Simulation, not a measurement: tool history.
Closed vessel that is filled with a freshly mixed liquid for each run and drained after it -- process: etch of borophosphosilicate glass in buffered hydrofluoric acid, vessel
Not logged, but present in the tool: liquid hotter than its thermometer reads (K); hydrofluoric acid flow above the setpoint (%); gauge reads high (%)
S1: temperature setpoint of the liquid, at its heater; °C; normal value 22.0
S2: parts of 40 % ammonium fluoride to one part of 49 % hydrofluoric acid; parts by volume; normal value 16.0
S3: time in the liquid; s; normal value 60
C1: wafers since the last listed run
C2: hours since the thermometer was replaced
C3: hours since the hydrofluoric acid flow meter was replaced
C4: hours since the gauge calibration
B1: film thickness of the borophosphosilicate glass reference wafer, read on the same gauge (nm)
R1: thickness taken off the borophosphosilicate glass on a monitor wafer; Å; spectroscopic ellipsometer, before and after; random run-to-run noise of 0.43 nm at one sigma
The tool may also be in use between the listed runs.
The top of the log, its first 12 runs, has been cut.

{"run": 13, "day": 27.979, "S1": 22.0, "S2": 16.0, "S3": 60, "C1": 9061, "C2": 146.5, "C3": 691.2, "C4": 153.4, "B1": 99.97, "R1": 570.6}
{"day": 29.171, "done": "hydrofluoric acid flow meter replaced"}
{"run": 14, "day": 30.696, "S1": 22.0, "S2": 16.0, "S3": 60, "C1": 6942, "C2": 211.7, "C3": 36.6, "C4": 218.6, "B1": 100.01, "R1": 538.4}
{"run": 15, "day": 32.358, "S1": 22.0, "S2": 16.0, "S3": 60, "C1": 4314, "C2": 251.6, "C3": 76.5, "C4": 258.5, "B1": 100.01, "R1": 531.7}
{"run": 16, "day": 34.146, "S1": 19.5, "S2": 11.0, "S3": 50, "C1": 4638, "C2": 294.5, "C3": 119.4, "C4": 301.4, "B1": 99.96, "R1": 563.3}
{"run": 17, "day": 37.096, "S1": 22.0, "S2": 16.0, "S3": 60, "C1": 7655, "C2": 365.3, "C3": 190.2, "C4": 372.2, "B1": 99.99, "R1": 536.4}
{"run": 18, "day": 39.146, "S1": 19.5, "S2": 21.5, "S3": 30, "C1": 5320, "C2": 414.5, "C3": 239.4, "C4": 421.4, "B1": 99.98, "R1": 181.7}
{"run": 19, "day": 41.671, "S1": 22.0, "S2": 18.0, "S3": 35, "C1": 6552, "C2": 475.1, "C3": 300.0, "C4": 482.0, "B1": 100.02, "R1": 285.6}
{"run": 20, "day": 43.675, "S1": 25.5, "S2": 14.0, "S3": 30, "C1": 5201, "C2": 523.2, "C3": 348.1, "C4": 530.1, "B1": 99.98, "R1": 385.1}
{"run": 21, "day": 46.592, "S1": 20.0, "S2": 18.0, "S3": 60, "C1": 7569, "C2": 593.2, "C3": 418.1, "C4": 600.1, "B1": 100.05, "R1": 444.3}
{"run": 22, "day": 49.079, "S1": 19.5, "S2": 22.5, "S3": 45, "C1": 6455, "C2": 652.9, "C3": 477.8, "C4": 659.8, "B1": 99.99, "R1": 264.0}
{"run": 23, "day": 50.3, "S1": 22.0, "S2": 16.0, "S3": 60, "C1": 3168, "C2": 682.2, "C3": 507.1, "C4": 689.1, "B1": 99.99, "R1": 557.8}
{"run": 24, "day": 52.729, "S1": 22.0, "S2": 14.0, "S3": 60, "C1": 6304, "C2": 740.5, "C3": 565.4, "C4": 747.4, "B1": 100.0, "R1": 647.6}
{"run": 25, "day": 54.546, "S1": 22.0, "S2": 16.0, "S3": 60, "C1": 4714, "C2": 784.1, "C3": 609.0, "C4": 791.0, "B1": 100.04, "R1": 569.6}
{"run": 26, "day": 57.542, "S1": 19.5, "S2": 13.5, "S3": 40, "C1": 7774, "C2": 856.0, "C3": 680.9, "C4": 862.9, "B1": 100.0, "R1": 394.7}
{"run": 27, "day": 59.921, "S1": 22.0, "S2": 16.0, "S3": 60, "C1": 6174, "C2": 913.1, "C3": 738.0, "C4": 920.0, "B1": 99.96, "R1": 575.1}
{"run": 28, "day": 62.379, "S1": 19.5, "S2": 11.0, "S3": 50, "C1": 6379, "C2": 972.1, "C3": 797.0, "C4": 979.0, "B1": 100.0, "R1": 607.8}
{"run": 29, "day": 65.042, "S1": 26.5, "S2": 10.0, "S3": 40, "C1": 6909, "C2": 1036.0, "C3": 860.9, "C4": 1042.9, "B1": 100.02, "R1": 764.2}
{"day": 66.125, "done": "hydrofluoric acid flow meter replaced"}
{"run": 30, "day": 66.592, "S1": 24.5, "S2": 11.5, "S3": 60, "C1": 3914, "C2": 1073.2, "C3": 11.2, "C4": 1080.1, "B1": 100.02, "R1": 852.6}
{"run": 31, "day": 67.746, "S1": 22.0, "S2": 16.0, "S3": 60, "C1": 2995, "C2": 1100.9, "C3": 38.9, "C4": 1107.8, "B1": 100.0, "R1": 536.5}
{"run": 32, "day": 70.596, "S1": 22.0, "S2": 18.0, "S3": 50, "C1": 7396, "C2": 1169.3, "C3": 107.3, "C4": 1176.2, "B1": 100.0, "R1": 400.4}

What if the next run were any one of these 3? Each begins from the tool's condition after run 32:
{"run": "A", "day": 70.625, "S1": 22.0, "S2": 9.5, "S3": 60, "C1": 75, "C2": 1170.0, "C3": 108.0, "C4": 1176.9, "B1": "?", "R1": "?"}
{"run": "B", "day": 70.625, "S1": 22.0, "S2": 16.0, "S3": 85, "C1": 75, "C2": 1170.0, "C3": 108.0, "C4": 1176.9, "B1": "?", "R1": "?"}
{"run": "C", "day": 70.625, "S1": 22.0, "S2": 20.5, "S3": 85, "C1": 75, "C2": 1170.0, "C3": 108.0, "C4": 1176.9, "B1": "?", "R1": "?"}

run=A B1=100.00 R1=884.4
run=B B1=100.00 R1=766.8
run=C B1=100.00 R1=602.0
Stripped of hidden state, with their random variation kept, the same runs would have yielded:
run=A R1=876.7
run=B R1=756.6
run=C R1=596.3

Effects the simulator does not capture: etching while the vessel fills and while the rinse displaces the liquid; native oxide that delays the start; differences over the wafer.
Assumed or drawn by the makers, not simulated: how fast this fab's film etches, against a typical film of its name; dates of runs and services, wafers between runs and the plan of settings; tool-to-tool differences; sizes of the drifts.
